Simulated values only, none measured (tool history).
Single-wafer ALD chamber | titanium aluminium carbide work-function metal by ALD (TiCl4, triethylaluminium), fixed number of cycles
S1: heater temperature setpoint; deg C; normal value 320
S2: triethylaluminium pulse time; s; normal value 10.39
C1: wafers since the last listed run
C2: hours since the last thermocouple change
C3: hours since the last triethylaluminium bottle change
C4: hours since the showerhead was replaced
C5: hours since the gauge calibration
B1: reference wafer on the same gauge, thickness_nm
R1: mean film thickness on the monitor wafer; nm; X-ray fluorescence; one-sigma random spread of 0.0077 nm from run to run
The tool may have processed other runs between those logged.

run   hour   S1     S2   C1      C2      C3      C4     C5     B1     R1
  1      0  320  13.35    0  1899.2   715.5  5613.9  239.8  1.949  2.284
  2   18.7  331  10.39  204  1917.9   734.2  5632.6  258.5  1.949  2.326
  3   49.8  331  10.39  339    1949   765.3  5663.7  289.6  1.949  2.345
  4   79.6  331  10.39  325  1978.8   795.1  5693.5  319.4  1.952  2.341
  5  112.6  320  10.39  360  2011.8   828.1  5726.5  352.4   1.95  2.202
  6  199.1  320  10.39  944  2098.3   914.6    5813  438.9   1.95  2.208
  7  220.1  320  10.39  229  2119.3   935.6    5834  459.9  1.951   2.19
  8  236.6  320  10.39  180  2135.8   952.1  5850.5  476.4   1.95  2.209
  9  264.2  320  10.39  301  2163.4   979.7  5878.1    504   1.95  2.203
 10  292.7  320  10.39  311  2191.9  1008.2  5906.6  532.5  1.949  2.193
     321.8  -- triethylaluminium bottle replaced
     326.5  -- showerhead replaced
 11    327  320  10.39  236  2226.2     5.2     0.5  566.8  1.949  2.294
 12  354.4  320  10.39  299  2253.6    32.6    27.9  594.2  1.949  2.269
 13  372.4  310  10.39  196  2271.6    50.6    45.9  612.2  1.951  2.183
 14  389.3  328  10.39  184  2288.5    67.5    62.8  629.1  1.951  2.368
 15  419.5  328  10.39  329  2318.7    97.7      93  659.3   1.95   2.36
 16  432.4  320  10.39  140  2331.6   110.6   105.9  672.2  1.949  2.272
 17  462.2  320  10.39  325  2361.4   140.4   135.7    702  1.952  2.265
 18  478.8  310  14.06  181    2378     157   152.3  718.6  1.949  2.214
 19  514.8  308  14.48  393    2414     193   188.3  754.6  1.949  2.183
 20  547.3  320  10.39  354  2446.5   225.5   220.8  787.1   1.95  2.252
 21  562.5  327   9.14  165  2461.7   240.7     236  802.3  1.949  2.293
 22  591.6  330  12.28  317  2490.8   269.8   265.1  831.4  1.949  2.381
 23  613.1  329   13.4  234  2512.3   291.3   286.6  852.9  1.948  2.389
     642.5  -- gauge calibrated
     646.3  -- thermocouple changed; heater temperature recalibrated
 24  646.8  314   8.11  280     0.5     325   320.3    4.3   1.95  2.118
 25  669.9  309  12.31  252    23.6   348.1   343.4   27.4   1.95  2.161
 26  684.3  329   6.37  157      38   362.5   357.8   41.8   1.95  2.185
 27  714.1  315  14.03  325    67.8   392.3   387.6   71.6  1.951  2.241
 28  747.2  309  10.39  361   100.9   425.4   420.7  104.7  1.949  2.131
 29  771.9  329   6.64  269   125.6   450.1   445.4  129.4   1.95  2.188
 30  784.1  320  10.39  133   137.8   462.3   457.6  141.6  1.951  2.236
 31  803.1  325  13.89  207   156.8   481.3   476.6  160.6  1.949  2.337
 32  832.9  308  14.48  325   186.6   511.1   506.4  190.4  1.951  2.166
 33  855.7  314   7.55  248   209.4   533.9   529.2  213.2  1.948  2.079

The same runs without the tool's hidden state, with the same run-to-run variation:
Hidden state present: wafer temperature above the value expected at the setpoint (K); triethylaluminium dose above that of a fresh bottle (%); gauge reads high (%).
run     R1
  1  2.333
  2  2.405
  3  2.426
  4  2.424
  5  2.281
  6  2.291
  7  2.273
  8  2.293
  9  2.288
 10  2.278
 11  2.296
 12  2.276
 13  2.192
 14   2.38
 15  2.377
 16   2.29
 17  2.287
 18  2.227
 19  2.197
 20  2.285
 21  2.336
 22  2.411
 23  2.415
 24  2.178
 25  2.195
 26  2.273
 27   2.27
 28  2.183
 29  2.286
 30  2.294
 31  2.373
 32  2.198
 33  2.171
